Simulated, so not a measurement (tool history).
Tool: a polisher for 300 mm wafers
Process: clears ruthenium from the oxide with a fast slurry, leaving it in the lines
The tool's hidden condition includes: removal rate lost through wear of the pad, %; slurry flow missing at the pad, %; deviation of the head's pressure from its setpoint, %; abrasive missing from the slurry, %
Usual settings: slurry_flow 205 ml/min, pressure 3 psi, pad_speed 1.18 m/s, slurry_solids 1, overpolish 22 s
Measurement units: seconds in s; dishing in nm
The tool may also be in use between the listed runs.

run,hour,slurry_flow,pressure,pad_speed,slurry_solids,overpolish,wafers since the last listed run,wafers polished on this pad,hours since the slurry nozzle was cleaned,hours since the head pressure was calibrated,hours since the slurry blender was calibrated,"incoming thickness of the incoming film, nm",seconds,dishing
1,0,205,3,1.18,1,14,0,930,169.8,842.2,58.5,119,20.5,69.6
2,60.8,205,3,1.18,1,14,699,1630,230.6,903,119.3,119.7,21.2,69.8
3,147.6,205,3,1.18,0.95,22,999,2629,317.4,989.8,206.1,118.6,20.8,98.7
4,253.7,205,3,1.18,0.95,22,1221,3850,423.5,1095.9,312.2,119.8,20.6,96.3
# hour 266.2: worn pad replaced by a new one
5,298.5,205,3,1.18,1,22,469,371,468.3,1140.7,357,118.8,19.6,97.3
# hour 318.6: slurry blender recalibrated
6,348.6,205,3,1.18,1,22,553,925,518.4,1190.8,30,119.4,20.1,100.6
# hour 366.5: slurry nozzle cleaned
7,452.8,205,3,1.18,1,22,1187,2113,86.3,1295,134.2,120.8,20.3,103.8
8,557.8,205,3,1.18,1,22,1208,3321,191.3,1400,239.2,119.3,19.8,101.7
9,600.8,205,3,1.18,1,13,494,3816,234.3,1443,282.2,122,19.9,70.7
10,655.6,205,3,1.18,1,13,630,4447,289.1,1497.8,337,119.6,19.2,71.7
# hour 688.8: slurry blender recalibrated
# hour 692.4: worn pad replaced by a new one
11,744.4,205,3,1.18,1,22,957,598,377.9,1586.6,55.6,118.5,19,103.7
# hour 800.3: head pressure recalibrated
12,815.7,205,3,1.08,1,22,797,1396,449.2,15.4,126.9,119.7,23.4,91.7
# hour 848.5: slurry nozzle cleaned
13,879.8,205,3,1.08,1,22,726,2122,31.3,79.5,191,118.9,22.9,89.8
14,921.8,205,3,0.78,1,31,483,2606,73.3,121.5,233,121.4,33.2,92
15,987.8,275,3,0.82,1.15,19,759,3365,139.3,187.5,299,119.3,26.3,73.9
# hour 1035.7: slurry blender recalibrated
# hour 1043.3: worn pad replaced by a new one
16,1082.1,205,3,0.78,1,22,1016,446,233.6,281.8,46.4,119.2,31.6,72.6
17,1161.3,225,3,1.18,0.7,22,911,1357,312.8,361,125.6,120,31,71.2
18,1198.8,205,3,1.18,0.95,22,431,1789,350.3,398.5,163.1,120,21.6,92.6
19,1237.5,205,3,1.18,1,22,445,2235,389,437.2,201.8,120.6,21.7,97.4
20,1322.9,205,3,1.18,0.95,22,983,3218,474.4,522.6,287.2,117.9,20.9,92.9
# hour 1373.3: slurry nozzle cleaned
21,1415.1,235,2.6,1.18,1,22,1049,4267,41.8,614.8,379.4,118.9,23.2,92.1
# hour 1419.8: worn pad replaced by a new one
# hour 1461.7: slurry blender recalibrated
22,1520.3,205,3,0.8,1,27,1141,1134,147,720,58.6,119.2,30.1,87.4
23,1615.9,205,3,1.08,1,22,1100,2234,242.6,815.6,154.2,121.4,23.1,92.2
24,1706.2,205,3,1.18,1,22,1039,3274,332.9,905.9,244.5,121.5,20.6,99
25,1763.4,250,3,0.96,1,22,658,3932,390.1,963.1,301.7,118.5,24.5,86.3
# hour 1818: worn pad replaced by a new one
26,1838,205,3.5,1.46,0.75,11,812,230,464.7,1037.7,376.3,120.4,18.9,63
27,1883,205,3,1.18,1,22,517,748,509.7,1082.7,421.3,119.6,20.3,101.5

What if the next run were any one of these 5? Each begins from the tool's condition after run 27:
A,1883.4,205,3,1.18,1,22,4,753,510.1,1083.1,421.7,121.8,?,?
B,1883.4,205,3.5,1.18,1.1,22,4,753,510.1,1083.1,421.7,121.8,?,?
C,1883.4,230,3,1.18,1,22,4,753,510.1,1083.1,421.7,121.8,?,?
D,1883.4,205,3.6,1.18,1,22,4,753,510.1,1083.1,421.7,121.8,?,?
E,1883.4,205,3.3,1.18,1.15,22,4,753,510.1,1083.1,421.7,121.8,?,?

run,seconds,dishing
A,20.9,97.7
B,16.7,113.1
C,20.5,98.7
D,17.4,110.3
E,17.2,110.9
With no hidden state in the tool, these same runs would have given:
run,seconds,dishing
A,22.3,93.2
B,17.9,108.3
C,22,94.2
D,18.6,105.5
E,18.4,106.2
